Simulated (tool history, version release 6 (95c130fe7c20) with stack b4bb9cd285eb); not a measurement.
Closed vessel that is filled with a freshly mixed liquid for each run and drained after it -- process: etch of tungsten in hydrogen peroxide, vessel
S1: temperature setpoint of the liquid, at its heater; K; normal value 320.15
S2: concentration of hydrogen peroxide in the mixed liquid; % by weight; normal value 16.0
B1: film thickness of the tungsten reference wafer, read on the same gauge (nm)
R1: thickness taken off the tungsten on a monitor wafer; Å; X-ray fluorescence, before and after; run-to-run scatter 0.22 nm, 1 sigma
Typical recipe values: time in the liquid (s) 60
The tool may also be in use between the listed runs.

{"run": 1, "hour": 0.0, "S1": 314.15, "S2": 16.0, "time in the liquid (s)": 60, "B1": 150.01, "R1": 460.7}
{"run": 2, "hour": 47.5, "S1": 314.15, "S2": 16.0, "time in the liquid (s)": 60, "B1": 150.03, "R1": 459.1}
{"run": 3, "hour": 113.3, "S1": 314.15, "S2": 16.0, "time in the liquid (s)": 60, "B1": 149.99, "R1": 460.8}
{"run": 4, "hour": 198.2, "S1": 320.15, "S2": 16.0, "time in the liquid (s)": 85, "B1": 150.02, "R1": 955.4}
{"run": 5, "hour": 262.3, "S1": 318.15, "S2": 16.0, "time in the liquid (s)": 60, "B1": 149.98, "R1": 598.7}
{"run": 6, "hour": 350.7, "S1": 318.15, "S2": 16.0, "time in the liquid (s)": 60, "B1": 150.01, "R1": 595.0}
{"run": 7, "hour": 439.5, "S1": 326.65, "S2": 16.0, "time in the liquid (s)": 60, "B1": 149.99, "R1": 1010.7}
{"run": 8, "hour": 514.7, "S1": 326.65, "S2": 16.0, "time in the liquid (s)": 60, "B1": 149.98, "R1": 1010.5}
{"hour": 582.3, "done": "thermometer replaced"}
{"run": 9, "hour": 608.6, "S1": 320.15, "S2": 16.0, "time in the liquid (s)": 60, "B1": 150.03, "R1": 640.1}
{"hour": 611.3, "done": "peroxide flow meter replaced"}
{"hour": 745.6, "done": "gauge calibrated"}
{"run": 10, "hour": 836.6, "S1": 320.15, "S2": 12.5, "time in the liquid (s)": 70, "B1": 150.01, "R1": 658.1}
{"hour": 926.0, "done": "new drum of peroxide connected"}
{"run": 11, "hour": 926.5, "S1": 311.15, "S2": 12.0, "time in the liquid (s)": 60, "B1": 149.99, "R1": 312.8}
{"run": 12, "hour": 995.9, "S1": 320.15, "S2": 16.0, "time in the liquid (s)": 60, "B1": 149.98, "R1": 642.8}

Run 13 comes next. What will it give?
{"run": 13, "hour": 1034.1, "S1": 320.15, "S2": 16.0, "time in the liquid (s)": 95, "B1": "?", "R1": "?"}

{"run 13": {"B1": 149.99, "R1": 1018.5}}
With no hidden state in the tool, this same run would have given R1 1002.1 Å.
